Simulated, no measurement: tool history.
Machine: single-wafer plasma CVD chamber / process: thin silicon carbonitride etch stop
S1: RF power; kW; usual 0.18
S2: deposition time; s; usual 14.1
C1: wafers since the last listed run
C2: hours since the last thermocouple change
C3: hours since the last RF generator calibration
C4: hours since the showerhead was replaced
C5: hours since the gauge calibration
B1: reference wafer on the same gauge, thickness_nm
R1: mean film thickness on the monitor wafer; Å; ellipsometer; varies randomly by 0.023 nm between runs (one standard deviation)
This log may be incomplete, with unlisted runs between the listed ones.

| run | hour | S1 | S2 | C1 | C2 | C3 | C4 | C5 | B1 | R1 |
|---|---|---|---|---|---|---|---|---|---|---|
| 1 | 0 | 0.18 | 14.8 | 0 | 1009.4 | 571.7 | 4925.3 | 328.7 | 8.263 | 87.67 |
| 2 | 29.7 | 0.18 | 14.8 | 618 | 1039.1 | 601.4 | 4955 | 358.4 | 8.247 | 87.14 |
| 3 | 90.8 | 0.18 | 14.8 | 1271 | 1100.2 | 662.5 | 5016.1 | 419.5 | 8.229 | 87.02 |
| 4 | 121.9 | 0.205 | 15 | 647 | 1131.3 | 693.6 | 5047.2 | 450.6 | 8.209 | 91.41 |
| 5 | 156.5 | 0.17 | 14.1 | 720 | 1165.9 | 728.2 | 5081.8 | 485.2 | 8.2 | 81.27 |
| 6 | 184.1 | 0.17 | 14.1 | 574 | 1193.5 | 755.8 | 5109.4 | 512.8 | 8.193 | 81.31 |
| 7 | 203.4 | 0.17 | 14.1 | 401 | 1212.8 | 775.1 | 5128.7 | 532.1 | 8.192 | 81.1 |
|  | 205.4 | gauge calibrated |
| 8 | 215.6 | 0.165 | 16.3 | 253 | 1225 | 787.3 | 5140.9 | 10.2 | 8.337 | 95.16 |
| 9 | 231.7 | 0.165 | 16.3 | 335 | 1241.1 | 803.4 | 5157 | 26.3 | 8.328 | 95.15 |
|  | 262.7 | RF generator calibrated |
| 10 | 263.2 | 0.165 | 16.3 | 489 | 1272.6 | 0.5 | 5188.5 | 57.8 | 8.325 | 94.84 |
| 11 | 281.4 | 0.18 | 13.5 | 378 | 1290.8 | 18.7 | 5206.7 | 76 | 8.308 | 79.89 |
| 12 | 300.4 | 0.18 | 13.5 | 395 | 1309.8 | 37.7 | 5225.7 | 95 | 8.304 | 80.25 |
| 13 | 326.6 | 0.18 | 14.1 | 545 | 1336 | 63.9 | 5251.9 | 121.2 | 8.296 | 83.56 |
| 14 | 344.2 | 0.18 | 14.1 | 366 | 1353.6 | 81.5 | 5269.5 | 138.8 | 8.289 | 83.37 |
| 15 | 370.6 | 0.155 | 12.6 | 549 | 1380 | 107.9 | 5295.9 | 165.2 | 8.285 | 71.79 |
|  | 388 | thermocouple changed; heater temperature recalibrated |
| 16 | 397.8 | 0.18 | 14.1 | 399 | 9.8 | 135.1 | 5323.1 | 192.4 | 8.284 | 83.27 |
| 17 | 424.6 | 0.16 | 12 | 557 | 36.6 | 161.9 | 5349.9 | 219.2 | 8.264 | 68.56 |
| 18 | 447.1 | 0.215 | 14.1 | 468 | 59.1 | 184.4 | 5372.4 | 241.7 | 8.263 | 87.11 |
| 19 | 521.9 | 0.215 | 13.2 | 1556 | 133.9 | 259.2 | 5447.2 | 316.5 | 8.231 | 81.28 |
| 20 | 539 | 0.215 | 15.3 | 355 | 151 | 276.3 | 5464.3 | 333.6 | 8.223 | 94.32 |
| 21 | 567.1 | 0.18 | 14.1 | 584 | 179.1 | 304.4 | 5492.4 | 361.7 | 8.219 | 82.95 |
| 22 | 597.9 | 0.18 | 13.3 | 641 | 209.9 | 335.2 | 5523.2 | 392.5 | 8.204 | 77.85 |
|  | 606 | showerhead replaced |
| 23 | 626.6 | 0.165 | 14.1 | 430 | 238.6 | 363.9 | 20.6 | 421.2 | 8.193 | 80.79 |
| 24 | 650.7 | 0.15 | 15 | 501 | 262.7 | 388 | 44.7 | 445.3 | 8.191 | 83.81 |
| 25 | 685.2 | 0.21 | 12.7 | 718 | 297.2 | 422.5 | 79.2 | 479.8 | 8.181 | 77.44 |
| 26 | 700.3 | 0.15 | 13 | 314 | 312.3 | 437.6 | 94.3 | 494.9 | 8.17 | 72.21 |
|  | 714.8 | gauge calibrated |
| 27 | 718.9 | 0.18 | 14.1 | 387 | 330.9 | 456.2 | 112.9 | 4.1 | 8.348 | 84.25 |
| 28 | 743.7 | 0.21 | 14.1 | 516 | 355.7 | 481 | 137.7 | 28.9 | 8.337 | 87.91 |
| 29 | 759.7 | 0.17 | 14.8 | 332 | 371.7 | 497 | 153.7 | 44.9 | 8.331 | 87.01 |
| 30 | 790.9 | 0.195 | 16.3 | 649 | 402.9 | 528.2 | 184.9 | 76.1 | 8.315 | 99.04 |
| 31 | 808.2 | 0.155 | 14.1 | 360 | 420.2 | 545.5 | 202.2 | 93.4 | 8.316 | 80.46 |
| 32 | 828.3 | 0.195 | 14.1 | 418 | 440.3 | 565.6 | 222.3 | 113.5 | 8.316 | 85.08 |
| 33 | 840.7 | 0.2 | 14.1 | 258 | 452.7 | 578 | 234.7 | 125.9 | 8.308 | 86.08 |
| 34 | 863.4 | 0.165 | 12 | 472 | 475.4 | 600.7 | 257.4 | 148.6 | 8.293 | 69.52 |
| 35 | 876.1 | 0.19 | 12.9 | 264 | 488.1 | 613.4 | 270.1 | 161.3 | 8.292 | 77.54 |
| 36 | 905.4 | 0.18 | 14.1 | 609 | 517.4 | 642.7 | 299.4 | 190.6 | 8.282 | 83.35 |

Below, some changes in R1 between adjacent runs. For each, the amount present without the hidden state too (settings, incoming material, random variation) and the amount remaining for the hidden state with gauge scatter not shared by both compared results:
Hidden state present: wafer temperature above the value expected at the setpoint (K); delivered RF power above the setpoint (%); gauge reads high (%).
Run 7 -> 8: S1 0.17 -> 0.165, S2 14.1 -> 16.3, gauge calibrated. R1 +14.06 Å: hidden state +1.5, all else +12.56.
Run 17 -> 18: S1 0.16 -> 0.215, S2 12 -> 14.1. R1 +18.55 Å: hidden state -0.21, all else +18.76.
Run 19 -> 20: S2 13.2 -> 15.3. R1 +13.04 Å: hidden state -0.22, all else +13.26.
Run 26 -> 27: S1 0.15 -> 0.18, S2 13 -> 14.1, gauge calibrated. R1 +12.04 Å: hidden state +1.53, all else +10.51.
Run 30 -> 31: S1 0.195 -> 0.155, S2 16.3 -> 14.1. R1 -18.58 Å: hidden state -0.03, all else -18.55.
Run 33 -> 34: S1 0.2 -> 0.165, S2 14.1 -> 12. R1 -16.56 Å: hidden state -0.01, all else -16.55.
